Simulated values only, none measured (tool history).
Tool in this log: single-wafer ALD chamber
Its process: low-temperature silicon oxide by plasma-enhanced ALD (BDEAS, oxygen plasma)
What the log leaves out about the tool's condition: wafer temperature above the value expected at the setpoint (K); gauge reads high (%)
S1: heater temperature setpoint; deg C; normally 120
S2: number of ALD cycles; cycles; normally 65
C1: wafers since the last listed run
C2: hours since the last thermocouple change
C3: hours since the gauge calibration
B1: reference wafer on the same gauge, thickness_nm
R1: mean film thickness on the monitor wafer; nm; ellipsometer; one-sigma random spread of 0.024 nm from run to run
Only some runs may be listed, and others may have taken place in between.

{"run": 1, "hour": 0.0, "S1": 129, "S2": 65, "C1": 0, "C2": 2256.8, "C3": 705.6, "B1": 9.445, "R1": 9.338}
{"run": 2, "hour": 28.4, "S1": 129, "S2": 65, "C1": 98, "C2": 2285.2, "C3": 734, "B1": 9.442, "R1": 9.365}
{"run": 3, "hour": 55.7, "S1": 120, "S2": 65, "C1": 94, "C2": 2312.5, "C3": 761.3, "B1": 9.446, "R1": 9.521}
{"run": 4, "hour": 103.3, "S1": 120, "S2": 65, "C1": 164, "C2": 2360.1, "C3": 808.9, "B1": 9.451, "R1": 9.504}
{"run": 5, "hour": 134.7, "S1": 120, "S2": 65, "C1": 108, "C2": 2391.5, "C3": 840.3, "B1": 9.456, "R1": 9.509}
{"run": 6, "hour": 197.7, "S1": 120, "S2": 65, "C1": 218, "C2": 2454.5, "C3": 903.3, "B1": 9.454, "R1": 9.492}
{"run": 7, "hour": 224.0, "S1": 120, "S2": 71, "C1": 91, "C2": 2480.8, "C3": 929.6, "B1": 9.446, "R1": 10.42}
{"run": 8, "hour": 281.4, "S1": 115, "S2": 65, "C1": 198, "C2": 2538.2, "C3": 987, "B1": 9.45, "R1": 9.591}
{"run": 9, "hour": 324.8, "S1": 120, "S2": 73, "C1": 150, "C2": 2581.6, "C3": 1030.4, "B1": 9.454, "R1": 10.686}
{"run": 10, "hour": 389.4, "S1": 120, "S2": 73, "C1": 223, "C2": 2646.2, "C3": 1095, "B1": 9.455, "R1": 10.651}
{"run": 11, "hour": 454.3, "S1": 120, "S2": 65, "C1": 224, "C2": 2711.1, "C3": 1159.9, "B1": 9.456, "R1": 9.507}
{"run": 12, "hour": 513.5, "S1": 120, "S2": 65, "C1": 204, "C2": 2770.3, "C3": 1219.1, "B1": 9.454, "R1": 9.538}
{"run": 13, "hour": 552.3, "S1": 120, "S2": 65, "C1": 134, "C2": 2809.1, "C3": 1257.9, "B1": 9.447, "R1": 9.54}
{"run": 14, "hour": 600.9, "S1": 120, "S2": 65, "C1": 168, "C2": 2857.7, "C3": 1306.5, "B1": 9.457, "R1": 9.519}
{"run": 15, "hour": 634.6, "S1": 120, "S2": 65, "C1": 116, "C2": 2891.4, "C3": 1340.2, "B1": 9.456, "R1": 9.539}
{"hour": 651.4, "done": "thermocouple changed; heater temperature recalibrated"}
{"run": 16, "hour": 706.3, "S1": 116, "S2": 57, "C1": 220, "C2": 54.9, "C3": 1411.9, "B1": 9.453, "R1": 8.43}
{"run": 17, "hour": 732.1, "S1": 116, "S2": 57, "C1": 89, "C2": 80.7, "C3": 1437.7, "B1": 9.451, "R1": 8.435}
{"run": 18, "hour": 781.9, "S1": 116, "S2": 57, "C1": 172, "C2": 130.5, "C3": 1487.5, "B1": 9.448, "R1": 8.414}
{"hour": 834.5, "done": "gauge calibrated"}
{"run": 19, "hour": 843.6, "S1": 120, "S2": 65, "C1": 213, "C2": 192.2, "C3": 9.1, "B1": 9.447, "R1": 9.546}
{"run": 20, "hour": 871.4, "S1": 120, "S2": 65, "C1": 96, "C2": 220, "C3": 36.9, "B1": 9.447, "R1": 9.501}
{"run": 21, "hour": 899.3, "S1": 120, "S2": 65, "C1": 96, "C2": 247.9, "C3": 64.8, "B1": 9.453, "R1": 9.505}
{"run": 22, "hour": 966.4, "S1": 131, "S2": 65, "C1": 232, "C2": 315, "C3": 131.9, "B1": 9.446, "R1": 9.328}
{"run": 23, "hour": 1003.9, "S1": 120, "S2": 61, "C1": 129, "C2": 352.5, "C3": 169.4, "B1": 9.453, "R1": 8.917}
{"run": 24, "hour": 1035.3, "S1": 127, "S2": 73, "C1": 108, "C2": 383.9, "C3": 200.8, "B1": 9.443, "R1": 10.581}
{"run": 25, "hour": 1064.2, "S1": 114, "S2": 72, "C1": 100, "C2": 412.8, "C3": 229.7, "B1": 9.454, "R1": 10.63}
{"run": 26, "hour": 1097.7, "S1": 125, "S2": 58, "C1": 115, "C2": 446.3, "C3": 263.2, "B1": 9.45, "R1": 8.459}
{"run": 27, "hour": 1147.1, "S1": 131, "S2": 58, "C1": 170, "C2": 495.7, "C3": 312.6, "B1": 9.451, "R1": 8.365}
{"run": 28, "hour": 1212.5, "S1": 120, "S2": 69, "C1": 226, "C2": 561.1, "C3": 378, "B1": 9.451, "R1": 10.085}
{"run": 29, "hour": 1247.4, "S1": 127, "S2": 72, "C1": 120, "C2": 596, "C3": 412.9, "B1": 9.454, "R1": 10.432}
{"run": 30, "hour": 1327.3, "S1": 128, "S2": 60, "C1": 276, "C2": 675.9, "C3": 492.8, "B1": 9.448, "R1": 8.648}
{"run": 31, "hour": 1370.5, "S1": 120, "S2": 65, "C1": 149, "C2": 719.1, "C3": 536, "B1": 9.443, "R1": 9.516}
{"run": 32, "hour": 1394.7, "S1": 120, "S2": 76, "C1": 83, "C2": 743.3, "C3": 560.2, "B1": 9.456, "R1": 11.139}
{"run": 33, "hour": 1433.7, "S1": 120, "S2": 65, "C1": 134, "C2": 782.3, "C3": 599.2, "B1": 9.443, "R1": 9.538}
{"run": 34, "hour": 1481.1, "S1": 115, "S2": 65, "C1": 164, "C2": 829.7, "C3": 646.6, "B1": 9.444, "R1": 9.632}
{"run": 35, "hour": 1520.5, "S1": 120, "S2": 65, "C1": 136, "C2": 869.1, "C3": 686, "B1": 9.445, "R1": 9.495}
{"run": 36, "hour": 1630.7, "S1": 124, "S2": 65, "C1": 381, "C2": 979.3, "C3": 796.2, "B1": 9.445, "R1": 9.424}
{"run": 37, "hour": 1694.9, "S1": 108, "S2": 56, "C1": 222, "C2": 1043.5, "C3": 860.4, "B1": 9.451, "R1": 8.351}
{"run": 38, "hour": 1720.4, "S1": 124, "S2": 65, "C1": 88, "C2": 1069, "C3": 885.9, "B1": 9.449, "R1": 9.429}
{"run": 39, "hour": 1786.8, "S1": 120, "S2": 59, "C1": 229, "C2": 1135.4, "C3": 952.3, "B1": 9.45, "R1": 8.649}
{"run": 40, "hour": 1828.0, "S1": 120, "S2": 65, "C1": 142, "C2": 1176.6, "C3": 993.5, "B1": 9.446, "R1": 9.539}
{"run": 41, "hour": 1877.3, "S1": 120, "S2": 65, "C1": 170, "C2": 1225.9, "C3": 1042.8, "B1": 9.457, "R1": 9.459}

Branching from run 41: 4 alternative next runs. What would each branch give?
{"run": "A", "hour": 1877.8, "S1": 108, "S2": 65, "C1": 1, "C2": 1226.4, "C3": 1043.3, "B1": "?", "R1": "?"}
{"run": "B", "hour": 1877.8, "S1": 108, "S2": 53, "C1": 1, "C2": 1226.4, "C3": 1043.3, "B1": "?", "R1": "?"}
{"run": "C", "hour": 1877.8, "S1": 108, "S2": 52, "C1": 1, "C2": 1226.4, "C3": 1043.3, "B1": "?", "R1": "?"}
{"run": "D", "hour": 1877.8, "S1": 114, "S2": 76, "C1": 1, "C2": 1226.4, "C3": 1043.3, "B1": "?", "R1": "?"}

run=A B1=9.447 R1=9.647
run=B B1=9.447 R1=7.866
run=C B1=9.447 R1=7.717
run=D B1=9.447 R1=11.17
With the hidden condition removed and each run's random variation left untouched, the same runs would have given:
run=A R1=9.647
run=B R1=7.866
run=C R1=7.717
run=D R1=11.17
